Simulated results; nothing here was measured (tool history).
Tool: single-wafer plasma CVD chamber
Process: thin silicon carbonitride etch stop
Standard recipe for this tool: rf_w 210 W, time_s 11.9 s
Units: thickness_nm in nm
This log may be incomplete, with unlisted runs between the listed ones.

run,hour,rf_w,time_s,"read-back reference wafer on the same gauge, thickness_nm",thickness_nm
1,0.0,200,11.9,5.771,6.600
2,16.2,210,11.9,5.772,6.717
3,33.7,210,11.9,5.770,6.707
4,47.1,190,11.9,5.770,6.493
5,83.1,210,11.9,5.772,6.699
# hour 88.7: gauge calibrated
6,99.0,210,11.9,5.770,6.705
7,111.1,210,11.9,5.772,6.698
8,123.1,210,11.9,5.772,6.690
9,139.6,210,11.9,5.769,6.696
10,146.7,210,11.9,5.768,6.691
11,156.2,210,11.9,5.772,6.705
12,163.4,240,14.1,5.771,8.301
13,171.3,210,13.4,5.770,7.529
14,185.8,210,11.9,5.770,6.704
# hour 203.0: RF generator calibrated
15,203.5,180,11.3,5.771,6.247
16,207.6,210,11.9,5.768,6.911
17,214.9,185,10.8,5.773,6.016
# hour 223.4: showerhead replaced
18,229.1,250,12.8,5.771,7.864
19,239.5,210,11.9,5.770,6.911
20,253.2,195,12.6,5.771,7.146
21,260.4,245,9.7,5.770,5.928
22,277.8,210,10.9,5.773,6.319
23,289.4,210,11.9,5.771,6.894
24,299.6,250,14.1,5.772,8.678
25,314.1,210,11.9,5.768,6.921
# hour 327.8: thermocouple changed; heater temperature recalibrated
26,328.3,170,13.4,5.768,7.254
27,334.7,240,13.2,5.772,8.009
28,344.9,210,10.5,5.772,6.078
29,362.2,210,11.9,5.769,6.916
30,375.6,225,9.6,5.768,5.695
31,384.5,210,11.9,5.768,6.888
32,421.3,210,11.9,5.773,6.913
33,431.6,210,13.4,5.771,7.757
34,439.8,240,10.4,5.768,6.288
35,451.9,210,11.9,5.770,6.875

How would selected steps in thickness_nm from run to run divide? Give the signed amount a tool lacking its hidden state would still show from settings, what came in and random variation, and the signed amount left for the hidden state, including any gauge scatter that is not in both of the compared results.
Hidden conditions of the tool in this case: wafer temperature above the value expected at the setpoint (K); delivered RF power above the setpoint (%); gauge reads high (%).
Run 11 -> 12: rf_w 210 -> 240, time_s 11.9 -> 14.1. thickness_nm +1.596 nm: hidden state -0.053, all else +1.649.
Run 13 -> 14: time_s 13.4 -> 11.9. thickness_nm -0.825 nm: hidden state +0.026, all else -0.851.
Run 14 -> 15: rf_w 210 -> 180, time_s 11.9 -> 11.3, RF generator calibrated. thickness_nm -0.457 nm: hidden state +0.222, all else -0.679.
Run 17 -> 18: rf_w 185 -> 250, time_s 10.8 -> 12.8, showerhead replaced. thickness_nm +1.848 nm: hidden state -0.001, all else +1.849.
Run 23 -> 24: rf_w 210 -> 250, time_s 11.9 -> 14.1. thickness_nm +1.784 nm: hidden state -0.003, all else +1.787.
Run 27 -> 28: rf_w 240 -> 210, time_s 13.2 -> 10.5. thickness_nm -1.931 nm: hidden state +0.003, all else -1.934.
